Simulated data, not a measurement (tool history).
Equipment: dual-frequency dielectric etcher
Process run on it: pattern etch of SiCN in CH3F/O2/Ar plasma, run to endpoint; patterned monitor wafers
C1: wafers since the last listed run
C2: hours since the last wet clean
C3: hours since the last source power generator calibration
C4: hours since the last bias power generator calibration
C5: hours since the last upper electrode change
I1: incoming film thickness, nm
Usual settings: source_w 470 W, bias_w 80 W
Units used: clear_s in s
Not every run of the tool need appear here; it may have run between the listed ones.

{"run": 1, "hour": 0.0, "source_w": 470, "bias_w": 80, "C1": 0, "C2": 67.7, "C3": 2577.6, "C4": 1770.5, "C5": 4721.3, "I1": 6.87, "clear_s": 17}
{"run": 2, "hour": 79.3, "source_w": 470, "bias_w": 80, "C1": 1201, "C2": 147, "C3": 2656.9, "C4": 1849.8, "C5": 4800.6, "I1": 6.85, "clear_s": 16.9}
{"run": 3, "hour": 142.6, "source_w": 470, "bias_w": 95, "C1": 959, "C2": 210.3, "C3": 2720.2, "C4": 1913.1, "C5": 4863.9, "I1": 6.83, "clear_s": 16}
{"run": 4, "hour": 198.1, "source_w": 380, "bias_w": 80, "C1": 840, "C2": 265.8, "C3": 2775.7, "C4": 1968.6, "C5": 4919.4, "I1": 6.88, "clear_s": 18.8}
{"run": 5, "hour": 332.3, "source_w": 380, "bias_w": 80, "C1": 2033, "C2": 400, "C3": 2909.9, "C4": 2102.8, "C5": 5053.6, "I1": 6.84, "clear_s": 18.5}
{"run": 6, "hour": 415.6, "source_w": 410, "bias_w": 80, "C1": 1262, "C2": 483.3, "C3": 2993.2, "C4": 2186.1, "C5": 5136.9, "I1": 6.82, "clear_s": 18.1}
{"run": 7, "hour": 477.5, "source_w": 470, "bias_w": 80, "C1": 937, "C2": 545.2, "C3": 3055.1, "C4": 2248, "C5": 5198.8, "I1": 6.81, "clear_s": 16.8}
{"run": 8, "hour": 533.5, "source_w": 470, "bias_w": 80, "C1": 848, "C2": 601.2, "C3": 3111.1, "C4": 2304, "C5": 5254.8, "I1": 6.71, "clear_s": 16.6}
{"hour": 591.4, "done": "wet clean of the chamber"}
{"run": 9, "hour": 600.3, "source_w": 400, "bias_w": 73, "C1": 648, "C2": 8.9, "C3": 3177.9, "C4": 2370.8, "C5": 5321.6, "I1": 6.81, "clear_s": 18.9}
{"run": 10, "hour": 672.0, "source_w": 400, "bias_w": 73, "C1": 1086, "C2": 80.6, "C3": 3249.6, "C4": 2442.5, "C5": 5393.3, "I1": 6.82, "clear_s": 18.9}
{"run": 11, "hour": 744.4, "source_w": 400, "bias_w": 73, "C1": 1096, "C2": 153, "C3": 3322, "C4": 2514.9, "C5": 5465.7, "I1": 6.85, "clear_s": 18.8}
{"hour": 807.9, "done": "source power generator calibrated"}
{"run": 12, "hour": 825.8, "source_w": 470, "bias_w": 80, "C1": 1172, "C2": 234.4, "C3": 17.9, "C4": 2596.3, "C5": 5547.1, "I1": 6.78, "clear_s": 16.8}
{"hour": 918.5, "done": "upper electrode replaced"}
{"run": 13, "hour": 935.5, "source_w": 470, "bias_w": 80, "C1": 1298, "C2": 344.1, "C3": 127.6, "C4": 2706, "C5": 17, "I1": 6.8, "clear_s": 17}
{"run": 14, "hour": 1029.5, "source_w": 470, "bias_w": 80, "C1": 1424, "C2": 438.1, "C3": 221.6, "C4": 2800, "C5": 111, "I1": 6.76, "clear_s": 16.7}
{"hour": 1122.5, "done": "wet clean of the chamber"}
{"run": 15, "hour": 1129.2, "source_w": 440, "bias_w": 80, "C1": 1146, "C2": 6.7, "C3": 321.3, "C4": 2899.7, "C5": 210.7, "I1": 6.79, "clear_s": 17.4}
{"run": 16, "hour": 1225.2, "source_w": 470, "bias_w": 71, "C1": 1454, "C2": 102.7, "C3": 417.3, "C4": 2995.7, "C5": 306.7, "I1": 6.75, "clear_s": 17.4}
{"run": 17, "hour": 1328.1, "source_w": 550, "bias_w": 64, "C1": 1558, "C2": 205.6, "C3": 520.2, "C4": 3098.6, "C5": 409.6, "I1": 6.78, "clear_s": 16.9}
{"hour": 1333.1, "done": "bias power generator calibrated"}
{"run": 18, "hour": 1429.2, "source_w": 520, "bias_w": 63, "C1": 1471, "C2": 306.7, "C3": 621.3, "C4": 96.1, "C5": 510.7, "I1": 6.81, "clear_s": 17.7}
{"run": 19, "hour": 1478.9, "source_w": 430, "bias_w": 66, "C1": 752, "C2": 356.4, "C3": 671, "C4": 145.8, "C5": 560.4, "I1": 6.77, "clear_s": 18.8}
{"run": 20, "hour": 1568.5, "source_w": 470, "bias_w": 80, "C1": 1357, "C2": 446, "C3": 760.6, "C4": 235.4, "C5": 650, "I1": 6.78, "clear_s": 16.8}
{"hour": 1649.5, "done": "wet clean of the chamber"}
{"run": 21, "hour": 1650.0, "source_w": 470, "bias_w": 80, "C1": 871, "C2": 0.5, "C3": 842.1, "C4": 316.9, "C5": 731.5, "I1": 6.81, "clear_s": 16.9}
{"run": 22, "hour": 1677.0, "source_w": 580, "bias_w": 80, "C1": 409, "C2": 27.5, "C3": 869.1, "C4": 343.9, "C5": 758.5, "I1": 6.86, "clear_s": 15.7}
{"run": 23, "hour": 1720.3, "source_w": 420, "bias_w": 60, "C1": 656, "C2": 70.8, "C3": 912.4, "C4": 387.2, "C5": 801.8, "I1": 6.77, "clear_s": 19.7}
{"run": 24, "hour": 1814.9, "source_w": 570, "bias_w": 97, "C1": 1433, "C2": 165.4, "C3": 1007, "C4": 481.8, "C5": 896.4, "I1": 6.75, "clear_s": 14.4}
{"run": 25, "hour": 1904.1, "source_w": 590, "bias_w": 94, "C1": 1351, "C2": 254.6, "C3": 1096.2, "C4": 571, "C5": 985.6, "I1": 6.79, "clear_s": 14.4}
{"run": 26, "hour": 2098.8, "source_w": 540, "bias_w": 67, "C1": 2949, "C2": 449.3, "C3": 1290.9, "C4": 765.7, "C5": 1180.3, "I1": 6.77, "clear_s": 16.8}
{"run": 27, "hour": 2185.2, "source_w": 360, "bias_w": 68, "C1": 1308, "C2": 535.7, "C3": 1377.3, "C4": 852.1, "C5": 1266.7, "I1": 6.74, "clear_s": 20.3}
{"run": 28, "hour": 2239.7, "source_w": 420, "bias_w": 67, "C1": 825, "C2": 590.2, "C3": 1431.8, "C4": 906.6, "C5": 1321.2, "I1": 6.81, "clear_s": 18.9}
{"hour": 2284.0, "done": "wet clean of the chamber"}
{"run": 29, "hour": 2312.2, "source_w": 430, "bias_w": 62, "C1": 734, "C2": 28.2, "C3": 1504.3, "C4": 979.1, "C5": 1393.7, "I1": 6.73, "clear_s": 19}
{"run": 30, "hour": 2410.4, "source_w": 470, "bias_w": 80, "C1": 1487, "C2": 126.4, "C3": 1602.5, "C4": 1077.3, "C5": 1491.9, "I1": 6.79, "clear_s": 16.9}
{"run": 31, "hour": 2511.4, "source_w": 540, "bias_w": 80, "C1": 1530, "C2": 227.4, "C3": 1703.5, "C4": 1178.3, "C5": 1592.9, "I1": 6.78, "clear_s": 15.8}

Hidden state at the last listed run before each entry between runs and at the first one after, where it differs:
From run 8 to run 9: wet clean of the chamber (hour 591.4)
  no difference in the tool's unlogged condition between these two runs
From run 11 to run 12: source power generator calibrated (hour 807.9)
  no difference in the tool's unlogged condition between these two runs
From run 12 to run 13: upper electrode replaced (hour 918.5)
  no difference in the tool's unlogged condition between these two runs
From run 14 to run 15: wet clean of the chamber (hour 1122.5)
  no difference in the tool's unlogged condition between these two runs
From run 17 to run 18: bias power generator calibrated (hour 1333.1)
  no difference in the tool's unlogged condition between these two runs
From run 20 to run 21: wet clean of the chamber (hour 1649.5)
  no difference in the tool's unlogged condition between these two runs
From run 28 to run 29: wet clean of the chamber (hour 2284)
  no difference in the tool's unlogged condition between these two runs

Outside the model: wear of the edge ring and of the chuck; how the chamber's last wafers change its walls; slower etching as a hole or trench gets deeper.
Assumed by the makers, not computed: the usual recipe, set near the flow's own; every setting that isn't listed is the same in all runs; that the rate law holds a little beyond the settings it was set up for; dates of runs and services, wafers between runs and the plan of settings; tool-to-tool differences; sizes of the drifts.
